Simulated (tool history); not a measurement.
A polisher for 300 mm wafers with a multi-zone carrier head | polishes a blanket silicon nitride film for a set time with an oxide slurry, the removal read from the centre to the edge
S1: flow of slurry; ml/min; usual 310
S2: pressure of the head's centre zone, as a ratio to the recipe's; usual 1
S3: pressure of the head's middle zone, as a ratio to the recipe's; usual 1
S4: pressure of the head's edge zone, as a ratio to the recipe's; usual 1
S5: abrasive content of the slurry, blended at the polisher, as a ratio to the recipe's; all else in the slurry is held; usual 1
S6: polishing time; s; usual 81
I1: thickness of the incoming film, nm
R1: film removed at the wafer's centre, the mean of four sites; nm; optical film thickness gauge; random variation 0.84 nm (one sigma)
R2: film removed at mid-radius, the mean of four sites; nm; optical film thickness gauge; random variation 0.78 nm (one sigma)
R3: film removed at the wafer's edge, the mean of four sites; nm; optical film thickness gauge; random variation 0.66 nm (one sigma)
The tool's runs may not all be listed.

{"run": 1, "hour": 0.0, "S1": 405, "S2": 1, "S3": 1, "S4": 1, "S5": 1, "S6": 81, "I1": 534, "R1": 59.3, "R2": 60.2, "R3": 61}
{"run": 2, "hour": 91.5, "S1": 310, "S2": 1.11, "S3": 1, "S4": 1.07, "S5": 1, "S6": 81, "I1": 536.8, "R1": 66.3, "R2": 59.7, "R3": 61.7}
{"run": 3, "hour": 182.3, "S1": 410, "S2": 1, "S3": 1.09, "S4": 1, "S5": 1, "S6": 106, "I1": 525.9, "R1": 78.8, "R2": 85.7, "R3": 78.7}
{"run": 4, "hour": 234.3, "S1": 310, "S2": 0.96, "S3": 1.06, "S4": 0.89, "S5": 1, "S6": 94, "I1": 528.5, "R1": 67.3, "R2": 71.9, "R3": 65}
{"hour": 306.7, "done": "slurry nozzle cleaned"}
{"run": 5, "hour": 332.8, "S1": 310, "S2": 1, "S3": 1, "S4": 1, "S5": 1, "S6": 81, "I1": 533, "R1": 60.7, "R2": 59.3, "R3": 60.3}
{"hour": 385.7, "done": "centre zone pressure recalibrated"}
{"hour": 498.5, "done": "worn pad replaced by a new one"}
{"run": 6, "hour": 499.2, "S1": 310, "S2": 1, "S3": 1, "S4": 1, "S5": 1, "S6": 81, "I1": 531.5, "R1": 57.1, "R2": 59.1, "R3": 59.6}
{"hour": 515.7, "done": "carrier head's membrane replaced by a new one"}
{"run": 7, "hour": 538.3, "S1": 310, "S2": 1, "S3": 1, "S4": 1, "S5": 1, "S6": 105, "I1": 532.3, "R1": 73.9, "R2": 76.8, "R3": 76.6}
{"run": 8, "hour": 596.7, "S1": 310, "S2": 1, "S3": 1, "S4": 1, "S5": 1, "S6": 81, "I1": 529.6, "R1": 57.4, "R2": 59.7, "R3": 59.5}
{"run": 9, "hour": 643.1, "S1": 310, "S2": 1, "S3": 1.08, "S4": 1.1, "S5": 0.7, "S6": 56, "I1": 532.1, "R1": 33.2, "R2": 37.1, "R3": 36.2}
{"run": 10, "hour": 740.6, "S1": 310, "S2": 1, "S3": 1, "S4": 1, "S5": 1, "S6": 81, "I1": 530.5, "R1": 59.7, "R2": 58.4, "R3": 60.4}
{"run": 11, "hour": 837.7, "S1": 260, "S2": 1, "S3": 0.9, "S4": 1, "S5": 0.9, "S6": 88, "I1": 530.4, "R1": 59.8, "R2": 54, "R3": 62}
{"run": 12, "hour": 881.5, "S1": 310, "S2": 1, "S3": 1, "S4": 1, "S5": 1, "S6": 81, "I1": 530.1, "R1": 60.1, "R2": 60.2, "R3": 58.4}
{"hour": 929.0, "done": "edge zone pressure recalibrated"}
{"run": 13, "hour": 964.0, "S1": 360, "S2": 1, "S3": 1, "S4": 1, "S5": 1.1, "S6": 69, "I1": 536.8, "R1": 55, "R2": 53.4, "R3": 53}
{"hour": 996.6, "done": "slurry nozzle cleaned"}
{"hour": 1011.1, "done": "centre zone pressure recalibrated"}
{"run": 14, "hour": 1064.1, "S1": 390, "S2": 0.92, "S3": 0.91, "S4": 1, "S5": 1, "S6": 81, "I1": 529.3, "R1": 54.1, "R2": 54.5, "R3": 59.7}
{"hour": 1087.0, "done": "worn pad replaced by a new one"}
{"run": 15, "hour": 1105.1, "S1": 310, "S2": 1, "S3": 1, "S4": 1, "S5": 1, "S6": 81, "I1": 534.5, "R1": 57.3, "R2": 59.4, "R3": 59.8}
{"run": 16, "hour": 1208.8, "S1": 310, "S2": 1, "S3": 1, "S4": 1, "S5": 1, "S6": 81, "I1": 530.2, "R1": 56.1, "R2": 58.2, "R3": 60.1}
{"run": 17, "hour": 1283.4, "S1": 310, "S2": 1, "S3": 0.93, "S4": 1, "S5": 1, "S6": 81, "I1": 536.2, "R1": 58, "R2": 55.6, "R3": 59.6}
{"run": 18, "hour": 1356.4, "S1": 310, "S2": 1, "S3": 1, "S4": 1, "S5": 1, "S6": 81, "I1": 521.7, "R1": 57.5, "R2": 58.4, "R3": 57.8}
{"run": 19, "hour": 1408.4, "S1": 395, "S2": 1, "S3": 1, "S4": 1, "S5": 1, "S6": 81, "I1": 536.2, "R1": 58.9, "R2": 60.6, "R3": 60.1}
{"run": 20, "hour": 1452.5, "S1": 420, "S2": 1.05, "S3": 1, "S4": 1, "S5": 1, "S6": 81, "I1": 528.2, "R1": 65.2, "R2": 60.4, "R3": 60.6}
{"run": 21, "hour": 1555.1, "S1": 405, "S2": 1, "S3": 1, "S4": 1, "S5": 1, "S6": 81, "I1": 531.8, "R1": 62.9, "R2": 61.5, "R3": 60.9}

Forecast each of these 5 alternatives for the next run:
{"run": "A", "hour": 1555.5, "S1": 345, "S2": 1, "S3": 1, "S4": 1, "S5": 1, "S6": 81, "I1": 522.9, "R1": "?", "R2": "?", "R3": "?"}
{"run": "B", "hour": 1555.5, "S1": 310, "S2": 1, "S3": 1, "S4": 1, "S5": 1.15, "S6": 81, "I1": 522.9, "R1": "?", "R2": "?", "R3": "?"}
{"run": "C", "hour": 1555.5, "S1": 310, "S2": 1, "S3": 1, "S4": 1, "S5": 1, "S6": 62, "I1": 522.9, "R1": "?", "R2": "?", "R3": "?"}
{"run": "D", "hour": 1555.5, "S1": 310, "S2": 1, "S3": 1, "S4": 1, "S5": 1.1, "S6": 81, "I1": 522.9, "R1": "?", "R2": "?", "R3": "?"}
{"run": "E", "hour": 1555.5, "S1": 310, "S2": 1.05, "S3": 1, "S4": 1.09, "S5": 1.1, "S6": 70, "I1": 522.9, "R1": "?", "R2": "?", "R3": "?"}

run=A R1=61.1 R2=60.8 R3=59.5
run=B R1=64.5 R2=64.2 R3=63
run=C R1=46.4 R2=46.2 R3=45.3
run=D R1=63.3 R2=63 R3=61.8
run=E R1=57.4 R2=54.4 R3=55.7
Without the tool's hidden state the same runs would have given:
run=A R1=56.5 R2=60.8 R3=59.5
run=B R1=59.6 R2=64.2 R3=63
run=C R1=42.8 R2=46.2 R3=45.3
run=D R1=58.4 R2=63 R3=61.8
run=E R1=53.1 R2=54.4 R3=55.7
